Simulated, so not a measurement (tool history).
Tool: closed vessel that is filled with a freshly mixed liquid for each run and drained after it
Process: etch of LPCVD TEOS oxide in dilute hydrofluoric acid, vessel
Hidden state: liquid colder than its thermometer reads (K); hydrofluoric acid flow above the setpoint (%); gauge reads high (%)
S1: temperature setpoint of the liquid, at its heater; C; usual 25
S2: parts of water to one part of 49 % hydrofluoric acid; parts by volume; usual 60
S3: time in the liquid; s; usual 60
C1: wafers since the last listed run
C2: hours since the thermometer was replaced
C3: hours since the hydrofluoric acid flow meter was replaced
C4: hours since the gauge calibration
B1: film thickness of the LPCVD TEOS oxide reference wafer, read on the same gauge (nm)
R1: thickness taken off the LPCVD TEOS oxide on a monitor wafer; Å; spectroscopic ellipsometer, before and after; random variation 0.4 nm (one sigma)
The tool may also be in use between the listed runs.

run   hour  S1  S2  S3    C1      C2     C3     C4     B1     R1
  1      0  25  60  60     0  1271.4  410.9  213.9  49.97  411.1
  2   35.7  25  60  60  3114  1307.1  446.6  249.6     50  407.3
  3   69.2  25  60  60  2922  1340.6  480.1  283.1  50.01  412.8
  4   81.5  25  60  60  1072  1352.9  492.4  295.4  49.96  413.5
  5  111.5  25  60  60  2616  1382.9  522.4  325.4  49.96  408.9
  6  139.4  25  60  60  2433  1410.8  550.3  353.3  49.94  419.8
  7  161.1  25  60  60  1892  1432.5    572    375  49.97    414
  8  180.9  25  60  60  1727  1452.3  591.8  394.8  49.99  409.7
  9    207  25  60  40  2276  1478.4  617.9  420.9  49.98  281.8

Run 10 comes next. What will it give?
 10  279.1  25  30  85  6289  1550.5  690  493   ?   ?

Run 10 gave B1 50, R1 1219.8 Å.
Without the tool's hidden state the same run would have given R1 1219.8 Å.
